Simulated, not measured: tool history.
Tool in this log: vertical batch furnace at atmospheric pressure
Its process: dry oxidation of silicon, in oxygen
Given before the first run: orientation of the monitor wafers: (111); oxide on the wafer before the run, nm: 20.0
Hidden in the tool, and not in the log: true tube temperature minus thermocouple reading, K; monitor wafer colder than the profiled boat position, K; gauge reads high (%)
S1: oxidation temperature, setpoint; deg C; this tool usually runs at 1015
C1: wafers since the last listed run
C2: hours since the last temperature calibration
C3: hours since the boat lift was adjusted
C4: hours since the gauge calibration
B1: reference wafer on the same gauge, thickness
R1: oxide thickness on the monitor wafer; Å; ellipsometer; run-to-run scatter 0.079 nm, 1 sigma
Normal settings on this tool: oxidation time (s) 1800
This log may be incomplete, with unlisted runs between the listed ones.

Run 1, hour 0: usual settings but S1 1027 deg C; C1 0; C2 1149.3; C3 4162; C4 787.5; B1 62.7. Result: R1 555.3 Å.
Run 2, hour 27.1: usual settings; C1 462; C2 1176.4; C3 4189.1; C4 814.6; B1 62.69. Result: R1 519 Å.
Run 3, hour 52.2: usual settings; C1 428; C2 1201.5; C3 4214.2; C4 839.7; B1 62.7. Result: R1 520.3 Å.
Run 4, hour 70: usual settings; C1 303; C2 1219.3; C3 4232; C4 857.5; B1 62.69. Result: R1 521.4 Å.
Run 5, hour 96.2: usual settings; C1 447; C2 1245.5; C3 4258.2; C4 883.7; B1 62.69. Result: R1 520.5 Å.
Run 6, hour 111.6: usual settings but S1 1008 deg C, oxidation time (s) 2070; C1 262; C2 1260.9; C3 4273.6; C4 899.1; B1 62.69. Result: R1 537.2 Å.
Run 7, hour 133.8: usual settings but S1 1030 deg C; C1 378; C2 1283.1; C3 4295.8; C4 921.3; B1 62.69. Result: R1 568.7 Å.
Run 8, hour 153.8: usual settings but S1 1030 deg C; C1 341; C2 1303.1; C3 4315.8; C4 941.3; B1 62.71. Result: R1 567.5 Å.
Run 9, hour 169.3: usual settings; C1 264; C2 1318.6; C3 4331.3; C4 956.8; B1 62.68. Result: R1 522.1 Å.
Run 10, hour 193.5: usual settings; C1 413; C2 1342.8; C3 4355.5; C4 981; B1 62.72. Result: R1 522.5 Å.
At hour 223.9: boat lift adjusted.
Run 11, hour 224.4: usual settings; C1 117; C2 1373.7; C3 0.5; C4 1011.9; B1 62.7. Result: R1 534 Å.
Run 12, hour 244.6: usual settings; C1 344; C2 1393.9; C3 20.7; C4 1032.1; B1 62.7. Result: R1 535 Å.
Run 13, hour 274.2: usual settings but S1 1029 deg C, oxidation time (s) 1590; C1 505; C2 1423.5; C3 50.3; C4 1061.7; B1 62.7. Result: R1 539.9 Å.
At hour 284.3: gauge calibrated.
Run 14, hour 303.4: usual settings but S1 1029 deg C, oxidation time (s) 1590; C1 498; C2 1452.7; C3 79.5; C4 19.1; B1 62.7. Result: R1 540.7 Å.
Run 15, hour 325.5: usual settings but S1 999 deg C, oxidation time (s) 1560; C1 377; C2 1474.8; C3 101.6; C4 41.2; B1 62.71. Result: R1 453 Å.
Run 16, hour 350.6: usual settings but S1 1030 deg C; C1 428; C2 1499.9; C3 126.7; C4 66.3; B1 62.69. Result: R1 579 Å.
At hour 393.7: thermocouples replaced and temperature profile calibrated.
Run 17, hour 394.2: usual settings but oxidation time (s) 2640; C1 334; C2 0.5; C3 170.3; C4 109.9; B1 62.7. Result: R1 642.2 Å.
Run 18, hour 397.5: usual settings but S1 998 deg C, oxidation time (s) 2100; C1 56; C2 3.8; C3 173.6; C4 113.2; B1 62.71. Result: R1 511.1 Å.
Run 19, hour 422.9: usual settings; C1 433; C2 29.2; C3 199; C4 138.6; B1 62.68. Result: R1 522 Å.
Run 20, hour 438.6: usual settings; C1 268; C2 44.9; C3 214.7; C4 154.3; B1 62.69. Result: R1 524 Å.
Run 21, hour 465.8: usual settings; C1 464; C2 72.1; C3 241.9; C4 181.5; B1 62.72. Result: R1 522.2 Å.
Run 22, hour 487.6: usual settings but S1 1027 deg C, oxidation time (s) 1320; C1 372; C2 93.9; C3 263.7; C4 203.3; B1 62.69. Result: R1 476.4 Å.
Run 23, hour 504.8: usual settings but oxidation time (s) 1500; C1 293; C2 111.1; C3 280.9; C4 220.5; B1 62.68. Result: R1 477.3 Å.
Run 24, hour 534.3: usual settings but S1 1032 deg C, oxidation time (s) 1320; C1 503; C2 140.6; C3 310.4; C4 250; B1 62.71. Result: R1 488.8 Å.
Run 25, hour 549: usual settings but S1 997 deg C, oxidation time (s) 2670; C1 250; C2 155.3; C3 325.1; C4 264.7; B1 62.73. Result: R1 577.1 Å.
Run 26, hour 570.1: usual settings but S1 1031 deg C, oxidation time (s) 2640; C1 360; C2 176.4; C3 346.2; C4 285.8; B1 62.71. Result: R1 704.2 Å.
Run 27, hour 598.6: usual settings but S1 998 deg C, oxidation time (s) 1140; C1 486; C2 204.9; C3 374.7; C4 314.3; B1 62.69. Result: R1 381.2 Å.
Run 28, hour 615.3: usual settings; C1 285; C2 221.6; C3 391.4; C4 331; B1 62.7. Result: R1 520.3 Å.
Run 29, hour 630.6: usual settings but S1 993 deg C, oxidation time (s) 1380; C1 261; C2 236.9; C3 406.7; C4 346.3; B1 62.69. Result: R1 404.7 Å.
Run 30, hour 665.6: usual settings; C1 597; C2 271.9; C3 441.7; C4 381.3; B1 62.7. Result: R1 521 Å.
Run 31, hour 677.8: usual settings but S1 1038 deg C, oxidation time (s) 2400; C1 208; C2 284.1; C3 453.9; C4 393.5; B1 62.7. Result: R1 690.9 Å.
Run 32, hour 698.3: usual settings but S1 1004 deg C, oxidation time (s) 2460; C1 349; C2 304.6; C3 474.4; C4 414; B1 62.72. Result: R1 574.4 Å.
Run 33, hour 711.2: usual settings but S1 1005 deg C, oxidation time (s) 2460; C1 220; C2 317.5; C3 487.3; C4 426.9; B1 62.69. Result: R1 581 Å.
Run 34, hour 741.2: usual settings but S1 1025 deg C, oxidation time (s) 1110; C1 512; C2 347.5; C3 517.3; C4 456.9; B1 62.68. Result: R1 434.1 Å.
Run 35, hour 765.3: usual settings; C1 411; C2 371.6; C3 541.4; C4 481; B1 62.71. Result: R1 522.8 Å.
Run 36, hour 787: usual settings but oxidation time (s) 1320; C1 370; C2 393.3; C3 563.1; C4 502.7; B1 62.71. Result: R1 447.1 Å.
Run 37, hour 812: usual settings but S1 1022 deg C; C1 426; C2 418.3; C3 588.1; C4 527.7; B1 62.7. Result: R1 543.4 Å.
Run 38, hour 834.7: usual settings but S1 999 deg C; C1 387; C2 441; C3 610.8; C4 550.4; B1 62.69. Result: R1 474.2 Å.
Run 39, hour 854.2: usual settings but S1 1006 deg C, oxidation time (s) 1320; C1 332; C2 460.5; C3 630.3; C4 569.9; B1 62.7. Result: R1 424.8 Å.

4 options for the next run, each taken on its own from the tool as it stands now. Forecast them:
Run A, hour 857.6: usual settings but oxidation time (s) 1230; C1 58; C2 463.9; C3 633.7; C4 573.3; B1 ?. Result: R1 ?.
Run B, hour 857.6: usual settings but S1 1009 deg C; C1 58; C2 463.9; C3 633.7; C4 573.3; B1 ?. Result: R1 ?.
Run C, hour 857.6: usual settings but S1 1031 deg C, oxidation time (s) 2280; C1 58; C2 463.9; C3 633.7; C4 573.3; B1 ?. Result: R1 ?.
Run D, hour 857.6: usual settings but S1 997 deg C, oxidation time (s) 900; C1 58; C2 463.9; C3 633.7; C4 573.3; B1 ?. Result: R1 ?.

run    B1     R1
  A  62.7    432
  B  62.7  503.6
  C  62.7  648.3
  D  62.7  343.4
What these runs would have given with no unlogged condition in the tool:
run     R1
  A  435.5
  B    508
  C  653.4
  D  345.7

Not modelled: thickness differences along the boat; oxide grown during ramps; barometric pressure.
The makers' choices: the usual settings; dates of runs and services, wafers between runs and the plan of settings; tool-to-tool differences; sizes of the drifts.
